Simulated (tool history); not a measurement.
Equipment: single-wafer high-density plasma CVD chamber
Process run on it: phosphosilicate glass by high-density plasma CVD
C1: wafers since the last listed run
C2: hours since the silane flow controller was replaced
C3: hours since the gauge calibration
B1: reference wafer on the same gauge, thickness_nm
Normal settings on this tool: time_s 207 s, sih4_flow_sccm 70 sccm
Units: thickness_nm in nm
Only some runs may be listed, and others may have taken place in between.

Run 1, hour 0.0: usual settings but sih4_flow_sccm 78 sccm; C1 0; C2 4041.7; C3 178.1; B1 1269.755. Result: thickness_nm 1552.842 nm.
Run 2, hour 100.3: usual settings but sih4_flow_sccm 78 sccm; C1 778; C2 4142.0; C3 278.4; B1 1270.053. Result: thickness_nm 1546.934 nm.
Run 3, hour 147.8: usual settings; C1 368; C2 4189.5; C3 325.9; B1 1270.019. Result: thickness_nm 1456.616 nm.
Run 4, hour 255.6: usual settings but sih4_flow_sccm 77 sccm; C1 836; C2 4297.3; C3 433.7; B1 1270.283. Result: thickness_nm 1534.595 nm.
Run 5, hour 347.2: usual settings but sih4_flow_sccm 77 sccm; C1 710; C2 4388.9; C3 525.3; B1 1270.907. Result: thickness_nm 1542.826 nm.
Run 6, hour 388.2: usual settings; C1 318; C2 4429.9; C3 566.3; B1 1270.575. Result: thickness_nm 1456.902 nm.
Run 7, hour 452.8: usual settings; C1 501; C2 4494.5; C3 630.9; B1 1269.925. Result: thickness_nm 1456.861 nm.

Estimate the outcome of run 8 from the log above:
Run 8, hour 547.1: usual settings but time_s 167 s, sih4_flow_sccm 75 sccm; C1 731; C2 4588.8; C3 725.2; B1 ?. Result: thickness_nm ?.

B1: 1270.286
thickness_nm: 1225.235 nm
Had the tool carried no hidden state, the very same run would have given thickness_nm 1185.170 nm.
